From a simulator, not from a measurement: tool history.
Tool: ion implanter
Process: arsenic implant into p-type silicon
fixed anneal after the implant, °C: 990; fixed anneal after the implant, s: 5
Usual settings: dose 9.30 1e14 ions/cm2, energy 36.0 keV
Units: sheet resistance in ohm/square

run   hour   dose  energy  wafers since the last listed run  hours since the last dose calibration  hours since the extraction supply was calibrated  hours since the gauge calibration  read-back reference wafer on the same gauge, sheet resistance  sheet resistance
  1    0.0   9.30    36.0                                 0                                 1472.5                                            3740.9                              735.9                                                         151.97            131.03
  2   33.9   9.30    36.0                               993                                 1506.4                                            3774.8                              769.8                                                         151.99            131.43
  3   65.3   9.30    36.0                               920                                 1537.8                                            3806.2                              801.2                                                         151.95            131.74
  4   81.8   9.30    39.5                               483                                 1554.3                                            3822.7                              817.7                                                         152.02            127.63
  5  111.3   9.30    36.0                               864                                 1583.8                                            3852.2                              847.2                                                         152.00            131.62
  6  131.4   9.30    33.0                               589                                 1603.9                                            3872.3                              867.3                                                         151.84            134.88
  7  160.7   9.30    33.0                               858                                 1633.2                                            3901.6                              896.6                                                         151.97            134.99
  8  194.8   9.30    33.0                               999                                 1667.3                                            3935.7                              930.7                                                         151.92            135.02
  9  212.3   9.30    26.5                               512                                 1684.8                                            3953.2                              948.2                                                         151.99            144.34
 10  243.8   9.30    26.5                               923                                 1716.3                                            3984.7                              979.7                                                         152.08            143.83
 11  264.1   7.72    36.0                               595                                 1736.6                                            4005.0                             1000.0                                                         152.07            147.59
 12  287.2   7.72    36.0                               677                                 1759.7                                            4028.1                             1023.1                                                         151.84            147.80
 13  309.9   7.84    42.0                               665                                 1782.4                                            4050.8                             1045.8                                                         151.95            140.86
 14  345.3   7.84    42.0                              1037                                 1817.8                                            4086.2                             1081.2                                                         152.01            141.19
     353.0  -- gauge calibrated
 15  380.7   9.30    28.0                              1037                                 1853.2                                            4121.6                               27.7                                                         152.05            142.04
 16  400.3   7.88    36.0                               574                                 1872.8                                            4141.2                               47.3                                                         152.10            145.84
 17  415.7   9.30    36.0                               451                                 1888.2                                            4156.6                               62.7                                                         151.89            131.78
 18  435.8   9.30    36.0                               589                                 1908.3                                            4176.7                               82.8                                                         152.04            131.51
     461.7  -- Faraday cup replaced and dose calibrated
 19  462.6  11.45    28.5                               551                                    0.9                                            4203.5                              109.6                                                         152.05            126.50
 20  494.3   9.30    36.0                               929                                   32.6                                            4235.2                              141.3                                                         151.96            129.67

Forecast run 21:
 21  527.9  11.44    31.0                               984                                   66.2                                            4268.8                              174.9                                                              ?                 ?

Run 21 gave read-back reference wafer on the same gauge, sheet resistance 152.08, sheet resistance 122.71 ohm/square.
Without the tool's hidden state the same run would have given sheet resistance 122.50 ohm/square.

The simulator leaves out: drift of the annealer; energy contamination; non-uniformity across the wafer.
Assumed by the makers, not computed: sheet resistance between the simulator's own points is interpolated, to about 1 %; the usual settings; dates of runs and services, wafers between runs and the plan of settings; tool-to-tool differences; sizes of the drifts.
